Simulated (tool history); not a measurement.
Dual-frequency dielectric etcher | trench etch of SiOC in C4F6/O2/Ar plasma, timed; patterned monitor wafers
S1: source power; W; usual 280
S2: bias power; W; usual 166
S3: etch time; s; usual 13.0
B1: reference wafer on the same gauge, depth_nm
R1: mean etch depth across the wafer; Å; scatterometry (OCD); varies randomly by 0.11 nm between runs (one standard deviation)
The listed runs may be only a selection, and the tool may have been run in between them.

run 1 hour=0.0 | S1=280 S2=177 S3=13.0 | B1=22.68 | R1=237.8
run 2 hour=20.5 | S1=280 S2=166 S3=14.0 | B1=22.71 | R1=251.9
run 3 hour=52.5 | S1=280 S2=138 S3=16.0 | B1=22.68 | R1=262.2
run 4 hour=78.3 | S1=280 S2=138 S3=16.0 | B1=22.67 | R1=264.0
run 5 hour=108.9 | S1=280 S2=182 S3=12.0 | B1=22.69 | R1=219.0
run 6 hour=126.5 | S1=350 S2=204 S3=15.5 | B1=22.71 | R1=327.4
run 7 hour=157.9 | S1=280 S2=166 S3=10.5 | B1=22.69 | R1=184.7
run 8 hour=181.6 | S1=280 S2=149 S3=15.0 | B1=22.69 | R1=250.6
run 9 hour=200.5 | S1=280 S2=166 S3=13.0 | B1=22.70 | R1=227.8
run 10 hour=222.2 | S1=350 S2=166 S3=13.0 | B1=22.69 | R1=250.8
run 11 hour=243.5 | S1=240 S2=166 S3=10.0 | B1=22.72 | R1=162.4
run 12 hour=262.0 | S1=280 S2=132 S3=14.5 | B1=22.71 | R1=230.5
run 13 hour=288.4 | S1=280 S2=166 S3=13.0 | B1=22.69 | R1=224.8
run 14 hour=324.6 | S1=250 S2=130 S3=10.0 | B1=22.70 | R1=157.0
run 15 hour=341.1 | S1=250 S2=166 S3=15.0 | B1=22.72 | R1=258.9
run 16 hour=383.9 | S1=280 S2=166 S3=16.0 | B1=22.72 | R1=290.0
run 17 hour=395.3 | S1=340 S2=142 S3=11.5 | B1=22.69 | R1=214.0
run 18 hour=420.6 | S1=240 S2=135 S3=13.0 | B1=22.68 | R1=199.8
run 19 hour=449.9 | S1=280 S2=166 S3=13.0 | B1=22.70 | R1=235.5
run 20 hour=509.8 | S1=230 S2=166 S3=11.5 | B1=22.70 | R1=190.0
run 21 hour=534.8 | S1=230 S2=151 S3=11.0 | B1=22.66 | R1=173.2
run 22 hour=547.5 | S1=260 S2=166 S3=11.0 | B1=22.72 | R1=189.5
run 23 hour=578.5 | S1=280 S2=166 S3=13.0 | B1=22.74 | R1=233.0
run 24 hour=607.1 | S1=280 S2=147 S3=15.5 | B1=22.73 | R1=262.5
run 25 hour=624.0 | S1=280 S2=144 S3=10.5 | B1=22.72 | R1=174.6
run 26 hour=638.6 | S1=280 S2=166 S3=11.0 | B1=22.71 | R1=196.1
run 27 hour=673.7 | S1=220 S2=166 S3=15.0 | B1=22.68 | R1=237.2
run 28 hour=699.7 | S1=280 S2=151 S3=11.5 | B1=22.67 | R1=195.8
run 29 hour=724.6 | S1=240 S2=144 S3=16.0 | B1=22.67 | R1=248.5

Between the runs listed above, the log contained 5 entries, not reproduced here. Where in the sequence does each belong, and how does what the log doesn't record of the tool's condition differ from the listed run before to the listed run after?
After run 2, before run 3: gauge calibrated (hour 37.8)
  etch rate over this chamber's usual, %: -2.38 -> -2.73
  the result without the hidden state subtracted from the measured one, R1: -6.1 -> -7.4 Å
After run 7, before run 8: bias power generator calibrated (hour 164.5)
  etch rate over this chamber's usual, %: -3.87 -> -4.13
  the result without the hidden state subtracted from the measured one, R1: -7.4 -> -10.8 Å
After run 12, before run 13: source power generator calibrated (hour 273.4)
  etch rate over this chamber's usual, %: -5 -> -5.29
  the result without the hidden state subtracted from the measured one, R1: -12.1 -> -12.6 Å
After run 13, before run 14: wet clean of the chamber (hour 324.1)
  etch rate over this chamber's usual, %: -5.29 -> 0.249
  the result without the hidden state subtracted from the measured one, R1: -12.6 -> +0.4 Å
After run 15, before run 16: upper electrode replaced (hour 383.4)
  etch rate over this chamber's usual, %: 0.0694 -> -0.396
  the result without the hidden state subtracted from the measured one, R1: +0.2 -> -1.1 Å
